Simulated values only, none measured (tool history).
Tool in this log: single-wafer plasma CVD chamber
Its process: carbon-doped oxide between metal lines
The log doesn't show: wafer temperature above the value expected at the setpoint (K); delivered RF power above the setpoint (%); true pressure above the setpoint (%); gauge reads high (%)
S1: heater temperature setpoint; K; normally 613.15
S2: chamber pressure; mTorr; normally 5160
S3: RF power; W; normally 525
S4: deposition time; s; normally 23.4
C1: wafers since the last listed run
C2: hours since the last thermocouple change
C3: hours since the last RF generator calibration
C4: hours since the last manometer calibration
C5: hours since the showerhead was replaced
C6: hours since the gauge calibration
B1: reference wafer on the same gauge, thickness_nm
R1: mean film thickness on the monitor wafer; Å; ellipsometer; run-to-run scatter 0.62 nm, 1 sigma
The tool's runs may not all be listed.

run 1 hour=0 | S1=613.15 S2=5160 S3=525 S4=23.4 | C1=0 C2=1081.4 C3=1565.3 C4=1064.9 C5=4827.3 C6=427.1 | B1=129.042 | R1=1227.2
run 2 hour=8.5 | S1=622.15 S2=5160 S3=525 S4=23.4 | C1=146 C2=1089.9 C3=1573.8 C4=1073.4 C5=4835.8 C6=435.6 | B1=129.179 | R1=1190.46
run 3 hour=15.2 | S1=613.15 S2=5160 S3=525 S4=21 | C1=115 C2=1096.6 C3=1580.5 C4=1080.1 C5=4842.5 C6=442.3 | B1=128.967 | R1=1104.74
run 4 hour=25.8 | S1=613.15 S2=5160 S3=525 S4=21 | C1=183 C2=1107.2 C3=1591.1 C4=1090.7 C5=4853.1 C6=452.9 | B1=129.035 | R1=1108.59
run 5 hour=39 | S1=613.15 S2=5160 S3=525 S4=21 | C1=228 C2=1120.4 C3=1604.3 C4=1103.9 C5=4866.3 C6=466.1 | B1=129.139 | R1=1095.84
run 6 hour=46 | S1=622.15 S2=5160 S3=440 S4=23.4 | C1=121 C2=1127.4 C3=1611.3 C4=1110.9 C5=4873.3 C6=473.1 | B1=128.941 | R1=999.87
-- hour=54.2 gauge calibrated
-- hour=69.6 capacitance manometer re-zeroed and calibrated
run 7 hour=70.1 | S1=622.15 S2=5160 S3=440 S4=23.4 | C1=278 C2=1151.5 C3=1635.4 C4=0.5 C5=4897.4 C6=15.9 | B1=128.916 | R1=994.97
run 8 hour=78.8 | S1=622.15 S2=5160 S3=440 S4=23.4 | C1=150 C2=1160.2 C3=1644.1 C4=9.2 C5=4906.1 C6=24.6 | B1=128.595 | R1=997.43
run 9 hour=91.6 | S1=613.15 S2=5160 S3=625 S4=23.4 | C1=221 C2=1173 C3=1656.9 C4=22 C5=4918.9 C6=37.4 | B1=129.177 | R1=1426.19
run 10 hour=101.1 | S1=613.15 S2=5160 S3=525 S4=23.4 | C1=164 C2=1182.5 C3=1666.4 C4=31.5 C5=4928.4 C6=46.9 | B1=129.387 | R1=1224.87
run 11 hour=110.3 | S1=604.15 S2=6410 S3=525 S4=25.3 | C1=159 C2=1191.7 C3=1675.6 C4=40.7 C5=4937.6 C6=56.1 | B1=129.036 | R1=1410.08
run 12 hour=136.3 | S1=623.15 S2=5160 S3=525 S4=23.4 | C1=449 C2=1217.7 C3=1701.6 C4=66.7 C5=4963.6 C6=82.1 | B1=129.164 | R1=1188.42
-- hour=155.2 showerhead replaced
run 13 hour=155.7 | S1=617.15 S2=5160 S3=465 S4=21.5 | C1=197 C2=1237.1 C3=1721 C4=86.1 C5=0.5 C6=101.5 | B1=129.122 | R1=983.42
run 14 hour=167.1 | S1=603.15 S2=4810 S3=425 S4=22.2 | C1=197 C2=1248.5 C3=1732.4 C4=97.5 C5=11.9 C6=112.9 | B1=129.169 | R1=969.4
-- hour=182.2 thermocouple changed; heater temperature recalibrated
-- hour=187.6 RF generator calibrated
run 15 hour=188.1 | S1=613.15 S2=5160 S3=525 S4=23.4 | C1=132 C2=5.9 C3=0.5 C4=118.5 C5=32.9 C6=133.9 | B1=129.14 | R1=1194.07
run 16 hour=191.6 | S1=613.15 S2=5160 S3=525 S4=23.4 | C1=60 C2=9.4 C3=4 C4=122 C5=36.4 C6=137.4 | B1=128.62 | R1=1183.74
run 17 hour=242.6 | S1=619.15 S2=4420 S3=525 S4=27.1 | C1=881 C2=60.4 C3=55 C4=173 C5=87.4 C6=188.4 | B1=129.089 | R1=1308.37
run 18 hour=255.8 | S1=620.15 S2=5990 S3=495 S4=27.9 | C1=228 C2=73.6 C3=68.2 C4=186.2 C5=100.6 C6=201.6 | B1=128.96 | R1=1307.57
run 19 hour=266.7 | S1=613.15 S2=5160 S3=525 S4=23.4 | C1=188 C2=84.5 C3=79.1 C4=197.1 C5=111.5 C6=212.5 | B1=129.195 | R1=1187.32
run 20 hour=273.5 | S1=613.15 S2=5820 S3=525 S4=23.4 | C1=117 C2=91.3 C3=85.9 C4=203.9 C5=118.3 C6=219.3 | B1=128.79 | R1=1177.84
run 21 hour=284 | S1=626.15 S2=5160 S3=435 S4=26.1 | C1=181 C2=101.8 C3=96.4 C4=214.4 C5=128.8 C6=229.8 | B1=129.14 | R1=1020.83
-- hour=303.5 RF generator calibrated, repeated, since the last time left the tool worse
run 22 hour=304 | S1=607.15 S2=4670 S3=555 S4=24.9 | C1=207 C2=121.8 C3=0.5 C4=234.4 C5=148.8 C6=249.8 | B1=129.088 | R1=1437.17
run 23 hour=310.6 | S1=620.15 S2=4470 S3=525 S4=23.4 | C1=114 C2=128.4 C3=7.1 C4=241 C5=155.4 C6=256.4 | B1=128.941 | R1=1244.7
run 24 hour=326 | S1=601.15 S2=5160 S3=525 S4=21.2 | C1=266 C2=143.8 C3=22.5 C4=256.4 C5=170.8 C6=271.8 | B1=129.134 | R1=1219.25
run 25 hour=336.2 | S1=613.15 S2=5160 S3=525 S4=21.1 | C1=176 C2=154 C3=32.7 C4=266.6 C5=181 C6=282 | B1=128.812 | R1=1148.65
run 26 hour=343.1 | S1=624.15 S2=5660 S3=495 S4=23.4 | C1=119 C2=160.9 C3=39.6 C4=273.5 C5=187.9 C6=288.9 | B1=128.879 | R1=1179.53
run 27 hour=355.6 | S1=601.15 S2=4240 S3=525 S4=23.4 | C1=216 C2=173.4 C3=52.1 C4=286 C5=200.4 C6=301.4 | B1=128.873 | R1=1295.53
run 28 hour=365 | S1=607.15 S2=4170 S3=525 S4=26.5 | C1=162 C2=182.8 C3=61.5 C4=295.4 C5=209.8 C6=310.8 | B1=128.928 | R1=1429.81
run 29 hour=381 | S1=605.15 S2=5160 S3=595 S4=18.7 | C1=276 C2=198.8 C3=77.5 C4=311.4 C5=225.8 C6=326.8 | B1=129.027 | R1=1176.76

For some of the steps in R1 from one run to the next: how much would appear even if the tool had no hidden state, given the settings, what came in and random variation, and how much remains for the hidden state plus any gauge scatter that the measured result and the result without hidden state don't share?
Run 8 -> 9: S1 622.15 -> 613.15, S3 440 -> 625. R1 +428.76 Å: hidden state -9.92, all else +438.68.
Run 14 -> 15: S1 603.15 -> 613.15, S2 4810 -> 5160, S3 425 -> 525, S4 22.2 -> 23.4, thermocouple changed; heater temperature recalibrated, RF generator calibrated. R1 +224.67 Å: hidden state -44.25, all else +268.92.
Run 21 -> 22: S1 626.15 -> 607.15, S2 5160 -> 4670, S3 435 -> 555, S4 26.1 -> 24.9, RF generator calibrated, repeated, since the last time left the tool worse. R1 +416.34 Å: hidden state +107.86, all else +308.48.

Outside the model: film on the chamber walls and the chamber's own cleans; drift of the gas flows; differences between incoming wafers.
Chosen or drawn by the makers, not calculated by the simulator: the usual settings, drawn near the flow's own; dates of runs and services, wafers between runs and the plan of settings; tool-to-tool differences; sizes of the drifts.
